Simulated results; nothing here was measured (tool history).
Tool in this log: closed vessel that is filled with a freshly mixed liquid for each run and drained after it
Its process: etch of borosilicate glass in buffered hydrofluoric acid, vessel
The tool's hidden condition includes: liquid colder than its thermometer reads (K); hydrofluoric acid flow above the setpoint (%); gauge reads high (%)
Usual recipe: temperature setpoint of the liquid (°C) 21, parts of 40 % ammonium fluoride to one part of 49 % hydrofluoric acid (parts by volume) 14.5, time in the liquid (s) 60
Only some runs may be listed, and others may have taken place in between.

run	hour	temperature setpoint of the liquid (°C)	parts of 40 % ammonium fluoride to one part of 49 % hydrofluoric acid (parts by volume)	time in the liquid (s)	wafers since the last listed run	hours since the thermometer was replaced	hours since the hydrofluoric acid flow meter was replaced	hours since the gauge calibration	read-back film thickness of the borosilicate glass reference wafer, read on the same gauge (nm)	thickness taken off the borosilicate glass on a monitor wafer (angstrom)
1	0	24	14.5	60	0	1576	985.2	1001.2	49.98	487.5
2	42	24	14.5	60	6033	1618	1027.2	1043.2	49.99	490.8
# hour 155.8: gauge calibrated
3	173.3	24	14.5	60	18861	1749.3	1158.5	17.5	49.96	487.6
4	216.5	21	14.5	60	6205	1792.5	1201.7	60.7	50.07	416.3
# hour 248.1: thermometer replaced
5	280.5	21	14.5	60	9050	32.4	1265.7	124.7	50.02	435.8
6	320.5	21	14.5	60	5746	72.4	1305.7	164.7	50.01	435.9
7	391	21	14.5	60	10127	142.9	1376.2	235.2	49.96	437.8
8	443.1	21	14.5	60	7484	195	1428.3	287.3	49.96	434.3
9	497.4	23	14.5	35	7800	249.3	1482.6	341.6	50.02	284.3
# hour 567: hydrofluoric acid flow meter replaced
10	567.5	25	14.5	75	9926	319.4	0.5	411.7	50.01	658.4
11	594	20	14.5	60	3806	345.9	27	438.2	49.97	401.9
12	656.9	21	11.5	60	9035	408.8	89.9	501.1	50.03	535.9
13	695.4	17	10.5	60	5530	447.3	128.4	539.6	50.03	469
14	761.7	17	19.5	60	9524	513.6	194.7	605.9	50	253.9
15	827.6	23	19.5	40	9466	579.5	260.6	671.8	50.02	236.1
16	883.6	21	14.5	60	8044	635.5	316.6	727.8	50.05	423.6
17	908.1	18	11.5	30	3519	660	341.1	752.3	49.98	227.6
18	979.7	21	18	60	10285	731.6	412.7	823.9	50	340.8
19	1012.2	21	14.5	60	4668	764.1	445.2	856.4	50.03	424.5
20	1050.5	17.5	14.5	60	5501	802.4	483.5	894.7	49.97	349.2
21	1101.3	21	14.5	60	7297	853.2	534.3	945.5	50.02	423.7
# hour 1145.4: gauge calibrated
22	1153.9	21	11.5	60	7556	905.8	586.9	8.5	49.99	531.8
23	1193.3	21	9.5	90	5659	945.2	626.3	47.9	50.01	940.8
24	1254	25	12	70	8719	1005.9	687	108.6	50.04	736.6
25	1311.9	17	14.5	60	8317	1063.8	744.9	166.5	50.02	336
26	1348.5	21	14.5	60	5257	1100.4	781.5	203.1	49.99	421.3
27	1385.1	21	11.5	50	5257	1137	818.1	239.7	50.01	441.5
28	1412.1	21	14.5	60	3878	1164	845.1	266.7	49.96	420.3
29	1438.9	25.5	18.5	70	3849	1190.8	871.9	293.5	49.99	491.8
30	1505.5	17.5	8.5	45	9567	1257.4	938.5	360.1	49.98	431.4
31	1530	21	14.5	60	3519	1281.9	963	384.6	50.03	417.8
32	1576.6	21	14.5	60	6694	1328.5	1009.6	431.2	50.02	420.3

Across each entry between runs, compare the hidden state at the last listed run before it with the hidden state at the first listed run after it:
Run 2 -> run 3: gauge calibrated (hour 155.8)
  liquid colder than its thermometer reads (K): 0.939 -> 1; hydrofluoric acid flow above the setpoint (%): 1.48 -> 1.67
  measured result minus the result with no hidden state, thickness taken off the borosilicate glass on a monitor wafer (angstrom): -18 -> -18.6
Run 4 -> run 5: thermometer replaced (hour 248.1)
  liquid colder than its thermometer reads (K): 1.02 -> 0.0419; hydrofluoric acid flow above the setpoint (%): 1.73 -> 1.82
  measured result minus the result with no hidden state, thickness taken off the borosilicate glass on a monitor wafer (angstrom): -16.5 -> +6.8
Run 9 -> run 10: hydrofluoric acid flow meter replaced (hour 567)
  liquid colder than its thermometer reads (K): 0.146 -> 0.18; hydrofluoric acid flow above the setpoint (%): 2.12 -> 0.0678
  measured result minus the result with no hidden state, thickness taken off the borosilicate glass on a monitor wafer (angstrom): +3.6 -> -5.9
Run 21 -> run 22: gauge calibrated (hour 1145.4)
  liquid colder than its thermometer reads (K): 0.437 -> 0.462; hydrofluoric acid flow above the setpoint (%): 0.818 -> 0.892
  measured result minus the result with no hidden state, thickness taken off the borosilicate glass on a monitor wafer (angstrom): -6.8 -> -8.7
